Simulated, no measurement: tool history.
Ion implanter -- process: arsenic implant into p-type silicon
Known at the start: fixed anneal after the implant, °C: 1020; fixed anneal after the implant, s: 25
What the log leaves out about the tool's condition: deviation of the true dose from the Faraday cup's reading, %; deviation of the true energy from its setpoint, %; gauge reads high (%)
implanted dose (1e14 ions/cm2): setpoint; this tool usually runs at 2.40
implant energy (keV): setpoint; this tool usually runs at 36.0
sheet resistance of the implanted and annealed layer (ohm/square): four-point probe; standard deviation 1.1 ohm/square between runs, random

run   hour  implanted dose (1e14 ions/cm2)  implant energy (keV)  wafers since the last listed run  hours since the last dose calibration  hours since the extraction supply was calibrated  hours since the gauge calibration  read-back reference wafer on the same gauge, sheet resistance  sheet resistance of the implanted and annealed layer (ohm/square)
  1    0.0                            2.74                  45.5                                 0                                 1409.6                                            5179.0                              451.5                                                         351.34                                                             282.26
  2   59.0                            2.74                  45.5                              1380                                 1468.6                                            5238.0                              510.5                                                         350.93                                                             284.13
  3  119.0                            1.99                  36.0                              1403                                 1528.6                                            5298.0                              570.5                                                         350.82                                                             373.30
  4  172.1                            2.67                  36.0                              1242                                 1581.7                                            5351.1                              623.6                                                         351.07                                                             299.97
  5  212.9                            2.67                  36.0                               954                                 1622.5                                            5391.9                              664.4                                                         351.07                                                             299.33
  6  346.0                            2.67                  36.0                              3113                                 1755.6                                            5525.0                              797.5                                                         350.86                                                             298.88
  7  393.4                            2.40                  39.0                              1108                                 1803.0                                            5572.4                              844.9                                                         350.79                                                             322.95
  8  425.3                            2.40                  39.0                               746                                 1834.9                                            5604.3                              876.8                                                         350.89                                                             322.80
     481.0  -- gauge calibrated
     489.0  -- extraction supply calibrated
  9  489.5                            2.40                  32.5                              1314                                 1899.1                                               0.5                                8.5                                                         351.24                                                             331.85
 10  513.1                            2.40                  32.5                               552                                 1922.7                                              24.1                               32.1                                                         351.01                                                             332.71
 11  581.4                            2.40                  32.5                              1597                                 1991.0                                              92.4                              100.4                                                         350.92                                                             330.36
 12  744.8                            2.40                  36.0                              3822                                 2154.4                                             255.8                              263.8                                                         350.67                                                             328.67

What does the tool deliver on the next run?
     775.1  -- Faraday cup replaced and dose calibrated
 13  779.9                            2.03                  28.5                               634                                    4.8                                             290.9                              298.9                                                              ?                                                                  ?

Logged for run 13: read-back reference wafer on the same gauge, sheet resistance 351.32, sheet resistance of the implanted and annealed layer (ohm/square) 368.76.
Were there no unlogged condition in the tool, this run, its random variation unchanged, would have produced sheet resistance of the implanted and annealed layer (ohm/square) 367.76.

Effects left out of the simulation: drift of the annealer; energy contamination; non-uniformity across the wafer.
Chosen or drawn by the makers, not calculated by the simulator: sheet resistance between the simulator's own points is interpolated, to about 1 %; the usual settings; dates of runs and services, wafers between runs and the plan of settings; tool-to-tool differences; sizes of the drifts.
